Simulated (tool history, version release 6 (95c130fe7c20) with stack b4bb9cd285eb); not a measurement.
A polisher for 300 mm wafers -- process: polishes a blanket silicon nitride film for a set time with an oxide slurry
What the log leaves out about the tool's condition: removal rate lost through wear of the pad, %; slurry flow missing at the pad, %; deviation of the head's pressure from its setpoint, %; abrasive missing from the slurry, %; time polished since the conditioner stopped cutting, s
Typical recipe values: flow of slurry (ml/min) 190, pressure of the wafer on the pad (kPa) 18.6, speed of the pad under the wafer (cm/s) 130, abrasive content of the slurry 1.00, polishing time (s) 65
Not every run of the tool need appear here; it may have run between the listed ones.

run   hour  flow of slurry (ml/min)  pressure of the wafer on the pad (kPa)  speed of the pad under the wafer (cm/s)  abrasive content of the slurry  polishing time (s)  wafers since the last listed run  wafers polished on this pad  hours since the slurry nozzle was cleaned  hours since the head pressure was calibrated  hours since the slurry blender was calibrated  hours since the conditioning disc was replaced  incoming thickness of the incoming film, nm  film removed (Å)
  1    0.0                      190                                    22.1                                      130                            1.00                  65                                 0                          585                                      333.7                                        1083.4                                          110.2                                            29.1                                        552.8               390
  2   26.8                      190                                    18.6                                      130                            1.00                  65                               192                          777                                      360.5                                        1110.2                                          137.0                                            55.9                                        554.9               330
  3   56.5                      190                                    18.6                                      130                            1.00                  65                               212                          990                                      390.2                                        1139.9                                          166.7                                            85.6                                        551.7               333
      70.4  -- worn pad replaced by a new one
  4   71.3                      190                                    18.6                                      130                            1.00                  65                                77                            6                                      405.0                                        1154.7                                          181.5                                           100.4                                        550.3               326
      76.0  -- slurry blender recalibrated
  5   88.9                      235                                    18.6                                      130                            1.00                  65                               111                          118                                      422.6                                        1172.3                                           12.9                                           118.0                                        551.5               340
  6  122.6                      235                                    18.6                                      130                            1.00                  65                               241                          359                                      456.3                                        1206.0                                           46.6                                           151.7                                        548.7               339
  7  142.0                      190                                    18.6                                      130                            1.00                  65                               139                          499                                      475.7                                        1225.4                                           66.0                                           171.1                                        542.1               324
     152.9  -- slurry nozzle cleaned
     168.9  -- conditioning disc replaced and pad reconditioned
  8  170.0                      190                                    18.6                                      130                            1.00                  65                               179                          678                                       17.1                                        1253.4                                           94.0                                             1.1                                        552.9               342
  9  188.9                      190                                    18.6                                      130                            1.00                  65                               135                          813                                       36.0                                        1272.3                                          112.9                                            20.0                                        544.3               337
     201.6  -- worn pad replaced by a new one
 10  212.6                      190                                    18.6                                      130                            1.00                  65                               141                           79                                       59.7                                        1296.0                                          136.6                                            43.7                                        551.0               341
 11  238.9                      190                                    18.6                                       86                            1.00                  65                               188                          267                                       86.0                                        1322.3                                          162.9                                            70.0                                        540.9               264
 12  271.3                      250                                    18.6                                      130                            1.00                  65                               232                          500                                      118.4                                        1354.7                                          195.3                                           102.4                                        543.1               348
     298.9  -- slurry blender recalibrated
     322.2  -- head pressure recalibrated
     341.2  -- conditioning disc replaced and pad reconditioned
     359.6  -- worn pad replaced by a new one
 13  360.1                      190                                    18.6                                      130                            1.00                  65                               564                            3                                      207.2                                          37.9                                           61.2                                            18.9                                        549.7               332
 14  391.5                      190                                    15.2                                       92                            1.00                  65                               225                          228                                      238.6                                          69.3                                           92.6                                            50.3                                        553.1               222
 15  417.6                      190                                    18.6                                      130                            1.00                  85                               187                          415                                      264.7                                          95.4                                          118.7                                            76.4                                        550.3               430
 16  434.8                      210                                    18.6                                      152                            1.00                  65                               123                          538                                      281.9                                         112.6                                          135.9                                            93.6                                        550.3               373
 17  464.3                      190                                    18.6                                      130                            1.00                  65                               211                          750                                      311.4                                         142.1                                          165.4                                           123.1                                        542.8               333
 18  494.3                      190                                    18.6                                      130                            0.85                  65                               215                          965                                      341.4                                         172.1                                          195.4                                           153.1                                        555.2               312
     515.5  -- worn pad replaced by a new one
 19  516.7                      190                                    18.6                                      154                            1.00                  81                               131                            8                                      363.8                                         194.5                                          217.8                                           175.5                                        550.2               458
     529.9  -- slurry blender recalibrated
     540.6  -- conditioning disc replaced and pad reconditioned
 20  541.1                      130                                    15.2                                      130                            1.30                  65                               146                          154                                      388.2                                         218.9                                           11.2                                             0.5                                        560.9               270
 21  554.0                      190                                    18.6                                      102                            1.00                  54                                92                          247                                      401.1                                         231.8                                           24.1                                            13.4                                        543.4               234
 22  576.8                      170                                    18.6                                      130                            1.00                  65                               163                          410                                      423.9                                         254.6                                           46.9                                            36.2                                        551.9               320
 23  609.8                      190                                    18.6                                      130                            1.00                  57                               236                          647                                      456.9                                         287.6                                           79.9                                            69.2                                        551.0               288
 24  635.4                      190                                    20.7                                      130                            1.00                  65                               183                          830                                      482.5                                         313.2                                          105.5                                            94.8                                        544.6               362

Forecast each of these 5 alternatives for the next run:
  A  635.8                      190                                    18.6                                      130                            1.00                  65                                 2                          833                                      482.9                                         313.6                                          105.9                                            95.2                                        548.9                 ?
  B  635.8                      190                                    14.5                                       86                            1.00                  65                                 2                          833                                      482.9                                         313.6                                          105.9                                            95.2                                        548.9                 ?
  C  635.8                      245                                    20.7                                       96                            1.00                  44                                 2                          833                                      482.9                                         313.6                                          105.9                                            95.2                                        548.9                 ?
  D  635.8                      190                                    14.5                                       94                            1.00                  65                                 2                          833                                      482.9                                         313.6                                          105.9                                            95.2                                        548.9                 ?
  E  635.8                      135                                    18.6                                      110                            1.25                  65                                 2                          833                                      482.9                                         313.6                                          105.9                                            95.2                                        548.9                 ?

run  film removed (Å)
  A               326
  B               200
  C               216
  D               210
  E               293
What these runs would have given with no unlogged condition in the tool:
run  film removed (Å)
  A               347
  B               213
  C               226
  D               223
  E               319

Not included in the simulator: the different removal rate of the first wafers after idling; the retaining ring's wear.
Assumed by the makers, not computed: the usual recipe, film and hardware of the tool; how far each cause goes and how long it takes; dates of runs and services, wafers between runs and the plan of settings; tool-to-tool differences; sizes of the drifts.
